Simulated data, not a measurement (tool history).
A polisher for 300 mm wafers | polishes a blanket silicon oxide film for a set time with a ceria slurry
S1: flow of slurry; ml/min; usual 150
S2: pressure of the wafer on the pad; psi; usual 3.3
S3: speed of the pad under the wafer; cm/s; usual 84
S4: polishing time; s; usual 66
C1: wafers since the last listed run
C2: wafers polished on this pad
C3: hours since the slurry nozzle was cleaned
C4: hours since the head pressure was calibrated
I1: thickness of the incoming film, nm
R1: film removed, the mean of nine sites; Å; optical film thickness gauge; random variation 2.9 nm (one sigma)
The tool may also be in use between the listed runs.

| run | day | S1 | S2 | S3 | S4 | C1 | C2 | C3 | C4 | I1 | R1 |
|---|---|---|---|---|---|---|---|---|---|---|---|
| 1 | 0 | 150 | 3.3 | 84 | 76 | 0 | 369 | 636.1 | 1002.4 | 1493.2 | 2334 |
|  | 0.675 | slurry nozzle cleaned |
| 2 | 2.271 | 150 | 3.3 | 84 | 83 | 475 | 845 | 38.3 | 1056.9 | 1480.7 | 2838 |
| 3 | 3.788 | 150 | 3.3 | 84 | 83 | 323 | 1168 | 74.7 | 1093.3 | 1469.1 | 2844 |
| 4 | 5.262 | 150 | 3.3 | 84 | 83 | 314 | 1483 | 110.1 | 1128.7 | 1481.8 | 2849 |
| 5 | 7.35 | 180 | 2.5 | 84 | 66 | 445 | 1929 | 160.2 | 1178.8 | 1477.7 | 1761 |
|  | 7.508 | head pressure recalibrated |
| 6 | 10.208 | 180 | 3.3 | 84 | 60 | 592 | 2521 | 228.8 | 64.8 | 1455.6 | 2119 |
| 7 | 11.233 | 180 | 3.3 | 84 | 60 | 218 | 2739 | 253.4 | 89.4 | 1471.9 | 2103 |
| 8 | 12.454 | 180 | 3.3 | 84 | 60 | 260 | 3000 | 282.7 | 118.7 | 1475 | 2089 |
| 9 | 14.896 | 150 | 3.3 | 84 | 66 | 521 | 3521 | 341.3 | 177.3 | 1492.5 | 2246 |
| 10 | 16.183 | 150 | 3.3 | 84 | 66 | 274 | 3796 | 372.2 | 208.2 | 1472.3 | 2238 |
|  | 19.675 | worn pad replaced by a new one |
| 11 | 23.821 | 150 | 3.3 | 84 | 66 | 1594 | 884 | 555.5 | 391.5 | 1466.9 | 2129 |
|  | 24.654 | slurry nozzle cleaned |
| 12 | 26.758 | 150 | 3.3 | 84 | 66 | 617 | 1502 | 50.5 | 462 | 1502.9 | 2247 |
| 13 | 29.288 | 150 | 3.3 | 84 | 66 | 539 | 2042 | 111.2 | 522.7 | 1491.8 | 2298 |
| 14 | 31.246 | 150 | 3.3 | 84 | 66 | 417 | 2460 | 158.2 | 569.7 | 1486.1 | 2351 |
| 15 | 33.867 | 150 | 3.3 | 72 | 66 | 559 | 3019 | 221.1 | 632.6 | 1481.5 | 1899 |
| 16 | 35.417 | 190 | 3.7 | 84 | 51 | 330 | 3350 | 258.3 | 669.8 | 1474.9 | 2044 |
|  | 38.312 | worn pad replaced by a new one |
| 17 | 38.333 | 180 | 4 | 92 | 79 | 586 | 4 | 328.3 | 739.8 | 1482.7 | 3663 |
| 18 | 40.579 | 175 | 3.3 | 84 | 66 | 479 | 483 | 382.2 | 793.7 | 1505.7 | 2292 |
| 19 | 42.933 | 150 | 3.3 | 84 | 66 | 502 | 985 | 438.7 | 850.2 | 1486.2 | 2176 |
| 20 | 45.158 | 115 | 4.3 | 70 | 43 | 474 | 1460 | 492.1 | 903.6 | 1463.3 | 1452 |
| 21 | 47.1 | 150 | 2.6 | 84 | 66 | 414 | 1875 | 538.7 | 950.2 | 1511 | 1696 |
|  | 47.704 | slurry nozzle cleaned |
| 22 | 48.804 | 120 | 3.7 | 110 | 74 | 354 | 2229 | 26.4 | 991.1 | 1453.7 | 3649 |
| 23 | 54.608 | 165 | 2.7 | 96 | 74 | 1238 | 3468 | 165.7 | 1130.4 | 1500.4 | 2426 |
| 24 | 57.258 | 165 | 4.2 | 70 | 74 | 565 | 4034 | 229.3 | 1194 | 1481.1 | 2786 |
|  | 58.15 | worn pad replaced by a new one |
|  | 58.829 | head pressure recalibrated |
| 25 | 59.429 | 150 | 2.7 | 112 | 66 | 409 | 254 | 281.4 | 14.4 | 1509.5 | 2454 |
| 26 | 62.208 | 100 | 4.5 | 84 | 66 | 593 | 847 | 348.1 | 81.1 | 1478.9 | 2762 |
| 27 | 63.958 | 180 | 4.1 | 74 | 54 | 373 | 1221 | 390.1 | 123.1 | 1491.9 | 2056 |
| 28 | 65.683 | 150 | 4 | 66 | 66 | 368 | 1589 | 431.5 | 164.5 | 1478.9 | 2068 |
| 29 | 67.571 | 120 | 3.3 | 100 | 66 | 402 | 1992 | 476.8 | 209.8 | 1486.2 | 2496 |
| 30 | 69.425 | 150 | 3.3 | 84 | 66 | 395 | 2387 | 521.3 | 254.3 | 1495.7 | 2169 |
| 31 | 71.596 | 150 | 3.3 | 84 | 83 | 463 | 2851 | 573.4 | 306.4 | 1503.8 | 2686 |
|  | 72.467 | slurry nozzle cleaned |
| 32 | 74.188 | 185 | 2.8 | 64 | 56 | 544 | 3395 | 41.3 | 368.6 | 1476.9 | 1311 |
| 33 | 75.383 | 150 | 4 | 110 | 66 | 255 | 3650 | 70 | 397.3 | 1505.3 | 3631 |
| 34 | 77.179 | 150 | 3.3 | 84 | 66 | 383 | 4033 | 113.1 | 440.4 | 1468.4 | 2264 |
|  | 77.454 | worn pad replaced by a new one |
| 35 | 78.5 | 190 | 2.6 | 102 | 84 | 246 | 223 | 144.8 | 472.1 | 1495.8 | 2846 |
| 36 | 79.917 | 120 | 3.3 | 84 | 82 | 302 | 525 | 178.8 | 506.1 | 1467.6 | 2675 |
| 37 | 81.825 | 175 | 3 | 60 | 54 | 407 | 932 | 224.6 | 551.9 | 1465.8 | 1216 |

Some steps in R1 between neighbouring runs. How much of each would the tool show without its hidden state too (settings, what came in, random variation), and how much is left for the hidden state, with any gauge scatter that isn't in both results?
The hidden state here: removal rate lost through wear of the pad, %; slurry flow missing at the pad, %; deviation of the head's pressure from its setpoint, %.
Run 1 -> 2: S4 76 -> 83, slurry nozzle cleaned. R1 +504 Å: hidden state +289, all else +215.
Run 11 -> 12: slurry nozzle cleaned. R1 +118 Å: hidden state +180, all else -62.
Run 16 -> 17: S1 190 -> 180, S2 3.7 -> 4, S3 84 -> 92, S4 51 -> 79, worn pad replaced by a new one. R1 +1619 Å: hidden state -50, all else +1669.
Run 21 -> 22: S1 150 -> 120, S2 2.6 -> 3.7, S3 84 -> 110, S4 66 -> 74, slurry nozzle cleaned. R1 +1953 Å: hidden state +123, all else +1830.
Run 31 -> 32: S1 150 -> 185, S2 3.3 -> 2.8, S3 84 -> 64, S4 83 -> 56, slurry nozzle cleaned. R1 -1375 Å: hidden state +213, all else -1588.
Run 32 -> 33: S1 185 -> 150, S2 2.8 -> 4, S3 64 -> 110, S4 56 -> 66. R1 +2320 Å: hidden state -3, all else +2323.
